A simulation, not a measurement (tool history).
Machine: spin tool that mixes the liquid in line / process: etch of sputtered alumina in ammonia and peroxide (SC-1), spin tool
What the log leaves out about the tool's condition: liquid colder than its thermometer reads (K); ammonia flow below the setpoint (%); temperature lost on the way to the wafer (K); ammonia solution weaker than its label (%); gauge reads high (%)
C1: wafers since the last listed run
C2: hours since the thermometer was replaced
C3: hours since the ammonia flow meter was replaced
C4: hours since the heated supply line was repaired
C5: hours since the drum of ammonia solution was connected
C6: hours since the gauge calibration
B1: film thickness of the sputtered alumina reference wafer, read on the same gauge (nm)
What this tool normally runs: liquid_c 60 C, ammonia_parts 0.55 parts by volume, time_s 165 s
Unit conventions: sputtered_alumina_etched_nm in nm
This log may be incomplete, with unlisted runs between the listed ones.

Run 1, hour 0: usual settings; C1 0; C2 1381.3; C3 745.2; C4 149.3; C5 195.1; C6 106.8; B1 120.02. Result: sputtered_alumina_etched_nm 11.35 nm.
Run 2, hour 68.3: usual settings but ammonia_parts 0.35 parts by volume, time_s 95 s; C1 421; C2 1449.6; C3 813.5; C4 217.6; C5 263.4; C6 175.1; B1 120.03. Result: sputtered_alumina_etched_nm 6.21 nm.
Run 3, hour 119.5: usual settings but ammonia_parts 0.35 parts by volume, time_s 95 s; C1 316; C2 1500.8; C3 864.7; C4 268.8; C5 314.6; C6 226.3; B1 119.99. Result: sputtered_alumina_etched_nm 6.22 nm.
Run 4, hour 145.4: usual settings but ammonia_parts 0.35 parts by volume, time_s 95 s; C1 159; C2 1526.7; C3 890.6; C4 294.7; C5 340.5; C6 252.2; B1 120.01. Result: sputtered_alumina_etched_nm 6.11 nm.
Run 5, hour 183.3: usual settings; C1 233; C2 1564.6; C3 928.5; C4 332.6; C5 378.4; C6 290.1; B1 119.98. Result: sputtered_alumina_etched_nm 11.12 nm.
Run 6, hour 251.4: usual settings but liquid_c 56 C, time_s 125 s; C1 420; C2 1632.7; C3 996.6; C4 400.7; C5 446.5; C6 358.2; B1 119.99. Result: sputtered_alumina_etched_nm 6.87 nm.
At hour 363.1: new drum of ammonia solution connected.
Run 7, hour 383.3: usual settings but ammonia_parts 0.4 parts by volume, time_s 205 s; C1 808; C2 1764.6; C3 1128.5; C4 532.6; C5 20.2; C6 490.1; B1 119.96. Result: sputtered_alumina_etched_nm 13.2 nm.
Run 8, hour 410.3: usual settings but liquid_c 53 C, ammonia_parts 0.75 parts by volume, time_s 240 s; C1 166; C2 1791.6; C3 1155.5; C4 559.6; C5 47.2; C6 517.1; B1 119.95. Result: sputtered_alumina_etched_nm 11.42 nm.
Run 9, hour 452.6: usual settings; C1 261; C2 1833.9; C3 1197.8; C4 601.9; C5 89.5; C6 559.4; B1 120.01. Result: sputtered_alumina_etched_nm 10.92 nm.
At hour 472.5: thermometer replaced.
Run 10, hour 561.1: usual settings but liquid_c 52 C, time_s 115 s; C1 663; C2 88.6; C3 1306.3; C4 710.4; C5 198; C6 667.9; B1 120.04. Result: sputtered_alumina_etched_nm 4.91 nm.
At hour 612.5: heated supply line repaired.
Run 11, hour 687.9: usual settings but liquid_c 69.5 C, ammonia_parts 0.7 parts by volume; C1 776; C2 215.4; C3 1433.1; C4 75.4; C5 324.8; C6 794.7; B1 120.01. Result: sputtered_alumina_etched_nm 18.49 nm.
Run 12, hour 741.4: usual settings; C1 330; C2 268.9; C3 1486.6; C4 128.9; C5 378.3; C6 848.2; B1 120.03. Result: sputtered_alumina_etched_nm 11.24 nm.
Run 13, hour 812.9: usual settings but ammonia_parts 0.75 parts by volume, time_s 210 s; C1 441; C2 340.4; C3 1558.1; C4 200.4; C5 449.8; C6 919.7; B1 120.01. Result: sputtered_alumina_etched_nm 14.79 nm.
Run 14, hour 863.9: usual settings; C1 314; C2 391.4; C3 1609.1; C4 251.4; C5 500.8; C6 970.7; B1 119.98. Result: sputtered_alumina_etched_nm 11 nm.
At hour 908.7: ammonia flow meter replaced.
At hour 952.6: new drum of ammonia solution connected.
Run 15, hour 957: usual settings; C1 562; C2 484.5; C3 48.3; C4 344.5; C5 4.4; C6 1063.8; B1 119.97. Result: sputtered_alumina_etched_nm 11.1 nm.
Run 16, hour 1012.1: usual settings but liquid_c 50.5 C, ammonia_parts 0.45 parts by volume; C1 340; C2 539.6; C3 103.4; C4 399.6; C5 59.5; C6 1118.9; B1 120.01. Result: sputtered_alumina_etched_nm 6.51 nm.
Run 17, hour 1082.7: usual settings but ammonia_parts 0.8 parts by volume; C1 435; C2 610.2; C3 174; C4 470.2; C5 130.1; C6 1189.5; B1 120. Result: sputtered_alumina_etched_nm 11.26 nm.
Run 18, hour 1149.6: usual settings; C1 413; C2 677.1; C3 240.9; C4 537.1; C5 197; C6 1256.4; B1 120.02. Result: sputtered_alumina_etched_nm 10.99 nm.
Run 19, hour 1198.7: usual settings but liquid_c 53 C, ammonia_parts 0.75 parts by volume, time_s 240 s; C1 303; C2 726.2; C3 290; C4 586.2; C5 246.1; C6 1305.5; B1 119.96. Result: sputtered_alumina_etched_nm 11.3 nm.
Run 20, hour 1258.7: usual settings; C1 370; C2 786.2; C3 350; C4 646.2; C5 306.1; C6 1365.5; B1 119.97. Result: sputtered_alumina_etched_nm 10.72 nm.
Run 21, hour 1303.1: usual settings; C1 274; C2 830.6; C3 394.4; C4 690.6; C5 350.5; C6 1409.9; B1 120.02. Result: sputtered_alumina_etched_nm 10.73 nm.
At hour 1327.4: heated supply line repaired.
Run 22, hour 1351.4: usual settings but liquid_c 67.5 C, ammonia_parts 0.45 parts by volume, time_s 260 s; C1 292; C2 878.9; C3 442.7; C4 24; C5 398.8; C6 1458.2; B1 120.03. Result: sputtered_alumina_etched_nm 25.22 nm.
Run 23, hour 1417.6: usual settings but liquid_c 53 C, time_s 190 s; C1 408; C2 945.1; C3 508.9; C4 90.2; C5 465; C6 1524.4; B1 119.94. Result: sputtered_alumina_etched_nm 9.1 nm.
Run 24, hour 1464.9: usual settings but time_s 110 s; C1 292; C2 992.4; C3 556.2; C4 137.5; C5 512.3; C6 1571.7; B1 120.02. Result: sputtered_alumina_etched_nm 7.5 nm.
Run 25, hour 1517: usual settings but liquid_c 66 C, time_s 120 s; C1 321; C2 1044.5; C3 608.3; C4 189.6; C5 564.4; C6 1623.8; B1 120.03. Result: sputtered_alumina_etched_nm 11.17 nm.

Hidden state or all else? Some run-to-run changes of sputtered_alumina_etched_nm, split into what the settings, what came in and random variation would give without the hidden state, and what is left for the hidden state (with any gauge scatter that isn't in both results):
Run 6 -> 7: liquid_c 56 -> 60, ammonia_parts 0.55 -> 0.4, time_s 125 -> 205, new drum of ammonia solution connected. sputtered_alumina_etched_nm +6.33 nm: hidden state -0.32, all else +6.65.
Run 21 -> 22: liquid_c 60 -> 67.5, ammonia_parts 0.55 -> 0.45, time_s 165 -> 260, heated supply line repaired. sputtered_alumina_etched_nm +14.49 nm: hidden state +0.51, all else +13.98.
Run 22 -> 23: liquid_c 67.5 -> 53, ammonia_parts 0.45 -> 0.55, time_s 260 -> 190. sputtered_alumina_etched_nm -16.12 nm: hidden state +0.02, all else -16.14.

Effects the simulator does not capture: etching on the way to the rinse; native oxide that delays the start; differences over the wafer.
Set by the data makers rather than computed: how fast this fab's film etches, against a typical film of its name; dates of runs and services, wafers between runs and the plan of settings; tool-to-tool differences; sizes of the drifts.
